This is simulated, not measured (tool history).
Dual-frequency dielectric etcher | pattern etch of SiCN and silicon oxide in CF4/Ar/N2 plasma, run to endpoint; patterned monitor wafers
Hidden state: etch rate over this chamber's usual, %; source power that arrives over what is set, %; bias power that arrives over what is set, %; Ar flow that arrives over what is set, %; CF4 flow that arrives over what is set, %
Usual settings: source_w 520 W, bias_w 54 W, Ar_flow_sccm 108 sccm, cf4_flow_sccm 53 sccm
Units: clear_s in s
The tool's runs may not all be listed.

run    hour  source_w  bias_w  Ar_flow_sccm  cf4_flow_sccm  wafers since the last listed run  hours since the last wet clean  hours since the last source power generator calibration  hours since the last bias power generator calibration  hours since the last Ar flow controller change  hours since the last CF4 flow controller change  hours since the last upper electrode change  incoming incoming film thickness, nm  clear_s
  1     0.0       520      46           108             53                                 0                           440.9                                                   4656.4                                                 2523.0                                          4983.5                                           3727.1                                       2804.0                                 12.02     16.7
       64.9  -- upper electrode replaced
       71.3  -- CF4 flow controller replaced
  2    71.8       520      54           128             57                               443                           512.7                                                   4728.2                                                 2594.8                                          5055.3                                              0.5                                          6.9                                 12.16     15.3
  3   123.1       520      54           128             57                               544                           564.0                                                   4779.5                                                 2646.1                                          5106.6                                             51.8                                         58.2                                 12.04     15.3
  4   155.0       520      54           128             57                               338                           595.9                                                   4811.4                                                 2678.0                                          5138.5                                             83.7                                         90.1                                 12.16     15.3
      236.1  -- wet clean of the chamber
  5   236.6       520      54           108             53                               611                             0.5                                                   4893.0                                                 2759.6                                          5220.1                                            165.3                                        171.7                                 12.14     16.1
  6   256.9       520      54           108             53                               215                            20.8                                                   4913.3                                                 2779.9                                          5240.4                                            185.6                                        192.0                                 12.23     15.9
      279.2  -- bias power generator calibrated
  7   292.8       520      54           108             53                               338                            56.7                                                   4949.2                                                   13.6                                          5276.3                                            221.5                                        227.9                                 12.08     16.2
  8   320.5       520      54           108             44                               294                            84.4                                                   4976.9                                                   41.3                                          5304.0                                            249.2                                        255.6                                 12.06     16.2
  9   383.0       430      45           108             42                               663                           146.9                                                   5039.4                                                  103.8                                          5366.5                                            311.7                                        318.1                                 12.17     23.0
 10   411.0       610      64           100             42                               297                           174.9                                                   5067.4                                                  131.8                                          5394.5                                            339.7                                        346.1                                 12.22     12.7
 11   471.8       520      54           108             53                               645                           235.7                                                   5128.2                                                  192.6                                          5455.3                                            400.5                                        406.9                                 12.12     15.5
 12   521.0       520      54           108             53                               522                           284.9                                                   5177.4                                                  241.8                                          5504.5                                            449.7                                        456.1                                 12.08     15.6
 13   650.0       520      54            97             53                              1369                           413.9                                                   5306.4                                                  370.8                                          5633.5                                            578.7                                        585.1                                 12.14     15.3
 14   703.9       600      42           116             57                               572                           467.8                                                   5360.3                                                  424.7                                          5687.4                                            632.6                                        639.0                                 12.19     15.2
      731.5  -- source power generator calibrated
 15   736.1       520      54           108             53                               299                           500.0                                                      4.6                                                  456.9                                          5719.6                                            664.8                                        671.2                                 12.05     15.2
      759.1  -- Ar flow controller replaced
      792.8  -- wet clean of the chamber
 16   798.1       520      54           108             42                               339                             5.3                                                     66.6                                                  518.9                                            39.0                                            726.8                                        733.2                                 12.15     16.7
 17   852.3       430      49            92             64                               575                            59.5                                                    120.8                                                  573.1                                            93.2                                            781.0                                        787.4                                 11.95     19.1
 18   893.9       470      61           108             59                               441                           101.1                                                    162.4                                                  614.7                                           134.8                                            822.6                                        829.0                                 12.20     16.4
 19   925.7       520      54           108             53                               337                           132.9                                                    194.2                                                  646.5                                           166.6                                            854.4                                        860.8                                 12.03     15.3
 20   963.9       520      65            93             53                               405                           171.1                                                    232.4                                                  684.7                                           204.8                                            892.6                                        899.0                                 11.95     13.5
 21  1000.3       520      42           108             60                               386                           207.5                                                    268.8                                                  721.1                                           241.2                                            929.0                                        935.4                                 12.07     17.2
 22  1054.7       640      63           122             53                               577                           261.9                                                    323.2                                                  775.5                                           295.6                                            983.4                                        989.8                                 12.12     11.6
 23  1085.1       410      46           108             42                               322                           292.3                                                    353.6                                                  805.9                                           326.0                                           1013.8                                       1020.2                                 11.99     23.3
 24  1109.7       520      61           108             53                               261                           316.9                                                    378.2                                                  830.5                                           350.6                                           1038.4                                       1044.8                                 12.11     14.4
 25  1167.3       600      54           108             42                               611                           374.5                                                    435.8                                                  888.1                                           408.2                                           1096.0                                       1102.4                                 12.15     13.8

What the log doesn't show, run by run:
source power that arrives over what is set, %: 0 in every run
bias power that arrives over what is set, %: 0 in every run
Ar flow that arrives over what is set, %: 0 in every run
CF4 flow that arrives over what is set, %: 0 in every run
H1: etch rate over this chamber's usual, %
run       H1
  1     3.85
  2     4.44
  3     4.86
  4     5.13
  5    -0.73
  6   -0.563
  7   -0.266
  8  -0.0373
  9    0.479
 10     0.71
 11     1.21
 12     1.62
 13     2.68
 14     3.13
 15      3.4
 16    0.979
 17     1.43
 18     1.77
 19     2.03
 20     2.35
 21     2.65
 22      3.1
 23     3.35
 24     3.55
 25     4.03
